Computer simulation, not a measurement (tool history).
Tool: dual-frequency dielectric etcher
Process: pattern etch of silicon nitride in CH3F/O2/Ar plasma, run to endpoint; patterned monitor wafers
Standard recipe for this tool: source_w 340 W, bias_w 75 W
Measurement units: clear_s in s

run    hour  source_w  bias_w  incoming incoming film thickness, nm  clear_s
  1     0.0       340      75                                 20.77     32.2
  2    58.9       340      75                                 20.96     32.2
  3   107.3       340      75                                 20.79     32.1
  4   172.8       340      75                                 20.81     32.1
  5   280.2       340      88                                 20.75     30.7
  6   350.8       340      88                                 20.85     30.7
  7   402.8       300      75                                 20.96     34.3
  8   440.9       300      75                                 20.99     34.4
  9   487.6       340      75                                 20.89     32.5
      539.4  -- wet clean of the chamber
 10   649.3       340      75                                 21.05     32.7
 11   712.4       340      75                                 21.14     32.7
      773.8  -- bias power generator calibrated
 12   807.6       340      75                                 20.75     32.3
 13   888.4       340      75                                 21.12     32.7
 14   972.3       340      75                                 20.77     32.4
     1054.9  -- wet clean of the chamber
 15  1055.4       360      70                                 20.81     32.0
 16  1101.5       340      59                                 20.83     34.5
 17  1193.7       340      88                                 20.81     30.9
 18  1239.7       420      88                                 21.00     28.4
 19  1311.3       280      88                                 20.91     34.4
 20  1385.2       420      61                                 21.02     31.5
 21  1437.7       340      75                                 20.72     32.5
 22  1481.5       340      75                                 20.99     32.8
     1572.9  -- wet clean of the chamber
 23  1718.7       310      61                                 20.67     35.6
     1795.8  -- source power generator calibrated
     1828.0  -- upper electrode replaced
 24  1828.5       400      85                                 21.13     28.7
 25  1848.9       320      57                                 20.77     34.8
 26  1891.1       340      69                                 20.95     32.6
 27  1979.7       340      75                                 21.16     32.3
 28  2034.7       410      84                                 21.13     28.5
 29  2101.7       340      75                                 20.83     31.9
     2138.9  -- wet clean of the chamber
 30  2144.6       400      58                                 20.89     31.4
 31  2229.8       280      83                                 21.01     34.4
 32  2281.1       270      94                                 20.88     33.7
 33  2349.4       360      75                                 21.02     31.3
 34  2394.4       270      59                                 21.00     38.4
     2420.3  -- bias power generator calibrated
 35  2440.0       340      83                                 20.94     31.0

Predict each of these 4 candidate next runs independently; none follows another, all start after run 35:
  A  2440.4       340      64                                 20.96        ?
  B  2440.4       280      70                                 20.96        ?
  C  2440.4       270      88                                 20.96        ?
  D  2440.4       370      75                                 20.96        ?

run  clear_s
  A     33.5
  B     36.1
  C     34.5
  D     30.9
What these runs would have given with no unlogged condition in the tool:
run  clear_s
  A     33.4
  B     36.0
  C     34.4
  D     30.8

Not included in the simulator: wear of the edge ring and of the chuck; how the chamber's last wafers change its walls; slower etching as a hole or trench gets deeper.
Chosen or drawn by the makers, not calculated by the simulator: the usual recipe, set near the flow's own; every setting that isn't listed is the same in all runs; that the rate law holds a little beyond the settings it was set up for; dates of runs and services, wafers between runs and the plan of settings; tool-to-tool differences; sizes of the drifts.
